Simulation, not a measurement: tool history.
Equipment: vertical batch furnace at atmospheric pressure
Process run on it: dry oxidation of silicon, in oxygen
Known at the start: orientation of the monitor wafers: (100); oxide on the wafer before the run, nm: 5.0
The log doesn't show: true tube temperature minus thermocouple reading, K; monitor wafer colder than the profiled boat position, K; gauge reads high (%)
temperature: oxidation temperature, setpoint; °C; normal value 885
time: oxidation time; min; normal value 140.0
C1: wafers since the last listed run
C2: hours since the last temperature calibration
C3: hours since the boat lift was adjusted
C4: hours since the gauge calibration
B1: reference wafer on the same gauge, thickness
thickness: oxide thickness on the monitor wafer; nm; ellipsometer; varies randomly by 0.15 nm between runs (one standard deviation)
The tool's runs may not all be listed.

run 1 hour=0.0 | temperature=885 time=140.0 | C1=0 C2=1170.9 C3=5407.2 C4=149.4 | B1=32.25 | thickness=26.76
run 2 hour=55.3 | temperature=885 time=140.0 | C1=446 C2=1226.2 C3=5462.5 C4=204.7 | B1=32.21 | thickness=26.54
run 3 hour=79.5 | temperature=885 time=140.0 | C1=195 C2=1250.4 C3=5486.7 C4=228.9 | B1=32.23 | thickness=26.95
run 4 hour=137.9 | temperature=885 time=140.0 | C1=471 C2=1308.8 C3=5545.1 C4=287.3 | B1=32.16 | thickness=26.76
run 5 hour=181.2 | temperature=885 time=140.0 | C1=349 C2=1352.1 C3=5588.4 C4=330.6 | B1=32.09 | thickness=26.79
run 6 hour=216.0 | temperature=885 time=140.0 | C1=281 C2=1386.9 C3=5623.2 C4=365.4 | B1=32.17 | thickness=26.51
run 7 hour=244.8 | temperature=885 time=140.0 | C1=232 C2=1415.7 C3=5652.0 C4=394.2 | B1=32.14 | thickness=27.10
run 8 hour=282.1 | temperature=877 time=140.0 | C1=301 C2=1453.0 C3=5689.3 C4=431.5 | B1=32.23 | thickness=24.69
run 9 hour=306.2 | temperature=877 time=140.0 | C1=194 C2=1477.1 C3=5713.4 C4=455.6 | B1=32.22 | thickness=24.86
run 10 hour=362.3 | temperature=877 time=140.0 | C1=453 C2=1533.2 C3=5769.5 C4=511.7 | B1=32.15 | thickness=24.95
run 11 hour=424.7 | temperature=902 time=140.0 | C1=504 C2=1595.6 C3=5831.9 C4=574.1 | B1=32.21 | thickness=31.87
-- hour=461.9 boat lift adjusted
run 12 hour=462.4 | temperature=902 time=140.0 | C1=110 C2=1633.3 C3=0.5 C4=611.8 | B1=32.26 | thickness=31.69
run 13 hour=511.2 | temperature=885 time=140.0 | C1=394 C2=1682.1 C3=49.3 C4=660.6 | B1=32.24 | thickness=26.67
-- hour=600.7 thermocouples replaced and temperature profile calibrated
run 14 hour=601.2 | temperature=871 time=186.5 | C1=533 C2=0.5 C3=139.3 C4=750.6 | B1=32.18 | thickness=28.24
run 15 hour=715.0 | temperature=877 time=176.0 | C1=919 C2=114.3 C3=253.1 C4=864.4 | B1=32.10 | thickness=28.49
run 16 hour=841.3 | temperature=885 time=140.0 | C1=1020 C2=240.6 C3=379.4 C4=990.7 | B1=32.27 | thickness=26.74
run 17 hour=885.5 | temperature=885 time=140.0 | C1=357 C2=284.8 C3=423.6 C4=1034.9 | B1=32.25 | thickness=26.76
-- hour=899.1 gauge calibrated
run 18 hour=941.1 | temperature=872 time=140.0 | C1=449 C2=340.4 C3=479.2 C4=42.0 | B1=32.19 | thickness=23.61
run 19 hour=992.1 | temperature=885 time=140.0 | C1=412 C2=391.4 C3=530.2 C4=93.0 | B1=32.27 | thickness=26.90
run 20 hour=1021.8 | temperature=885 time=140.0 | C1=240 C2=421.1 C3=559.9 C4=122.7 | B1=32.22 | thickness=27.01
run 21 hour=1062.5 | temperature=908 time=140.0 | C1=328 C2=461.8 C3=600.6 C4=163.4 | B1=32.14 | thickness=33.51
run 22 hour=1123.1 | temperature=872 time=115.0 | C1=489 C2=522.4 C3=661.2 C4=224.0 | B1=32.14 | thickness=21.01
run 23 hour=1182.9 | temperature=909 time=81.5 | C1=483 C2=582.2 C3=721.0 C4=283.8 | B1=32.16 | thickness=24.32
run 24 hour=1215.5 | temperature=866 time=167.0 | C1=263 C2=614.8 C3=753.6 C4=316.4 | B1=32.13 | thickness=24.88
run 25 hour=1254.8 | temperature=909 time=81.5 | C1=317 C2=654.1 C3=792.9 C4=355.7 | B1=32.15 | thickness=24.35
run 26 hour=1308.2 | temperature=896 time=209.0 | C1=431 C2=707.5 C3=846.3 C4=409.1 | B1=32.15 | thickness=38.94

Predict each of these 3 candidate next runs independently; none follows another, all start after run 26:
run A hour=1313.4 | temperature=885 time=206.0 | C1=42 C2=712.7 C3=851.5 C4=414.3 | B1=? | thickness=?
run B hour=1313.4 | temperature=870 time=162.0 | C1=42 C2=712.7 C3=851.5 C4=414.3 | B1=? | thickness=?
run C hour=1313.4 | temperature=902 time=70.5 | C1=42 C2=712.7 C3=851.5 C4=414.3 | B1=? | thickness=?

run=A B1=32.17 thickness=34.27
run=B B1=32.17 thickness=25.25
run=C B1=32.17 thickness=20.76
With no hidden state in the tool, these same runs would have given:
run=A thickness=34.27
run=B thickness=25.25
run=C thickness=20.76
